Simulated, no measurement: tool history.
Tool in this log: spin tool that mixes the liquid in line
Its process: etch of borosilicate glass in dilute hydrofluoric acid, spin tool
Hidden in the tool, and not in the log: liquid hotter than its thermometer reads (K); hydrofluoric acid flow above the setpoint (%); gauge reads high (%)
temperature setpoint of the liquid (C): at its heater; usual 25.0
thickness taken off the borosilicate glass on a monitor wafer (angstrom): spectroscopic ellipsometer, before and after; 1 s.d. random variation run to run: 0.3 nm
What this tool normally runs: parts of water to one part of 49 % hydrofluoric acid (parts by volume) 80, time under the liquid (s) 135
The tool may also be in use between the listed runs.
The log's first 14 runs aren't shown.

| run | hour | temperature setpoint of the liquid (C) | parts of water to one part of 49 % hydrofluoric acid (parts by volume) | time under the liquid (s) | wafers since the last listed run | hours since the thermometer was replaced | hours since the hydrofluoric acid flow meter was replaced | hours since the gauge calibration | read-back film thickness of the borosilicate glass reference wafer, read on the same gauge (nm) | thickness taken off the borosilicate glass on a monitor wafer (angstrom) |
|---|---|---|---|---|---|---|---|---|---|---|
| 15 | 394.9 | 25.0 | 80 | 135 | 94 | 2587.1 | 62.0 | 282.3 | 60.02 | 355.1 |
| 16 | 412.6 | 25.0 | 80 | 135 | 124 | 2604.8 | 79.7 | 300.0 | 60.01 | 356.2 |
| 17 | 431.7 | 21.5 | 105 | 135 | 133 | 2623.9 | 98.8 | 319.1 | 60.01 | 225.2 |
| 18 | 467.9 | 25.0 | 80 | 135 | 253 | 2660.1 | 135.0 | 355.3 | 60.03 | 352.5 |
| 19 | 499.9 | 25.0 | 105 | 75 | 224 | 2692.1 | 167.0 | 387.3 | 60.01 | 147.2 |
| 20 | 531.8 | 25.0 | 80 | 135 | 223 | 2724.0 | 198.9 | 419.2 | 60.00 | 349.7 |
| 21 | 565.2 | 25.0 | 80 | 85 | 234 | 2757.4 | 232.3 | 452.6 | 59.97 | 224.5 |
| 22 | 597.3 | 25.0 | 80 | 135 | 224 | 2789.5 | 264.4 | 484.7 | 59.99 | 365.3 |

Predict the results of run 23:
|  | 609.0 | gauge calibrated |
| 23 | 621.2 | 25.0 | 120 | 170 | 167 | 2813.4 | 288.3 | 12.2 | ? | ? |

read-back film thickness of the borosilicate glass reference wafer, read on the same gauge (nm): 59.97
thickness taken off the borosilicate glass on a monitor wafer (angstrom): 285.6
Had the tool carried no hidden state, the very same run would have given thickness taken off the borosilicate glass on a monitor wafer (angstrom) 259.1.
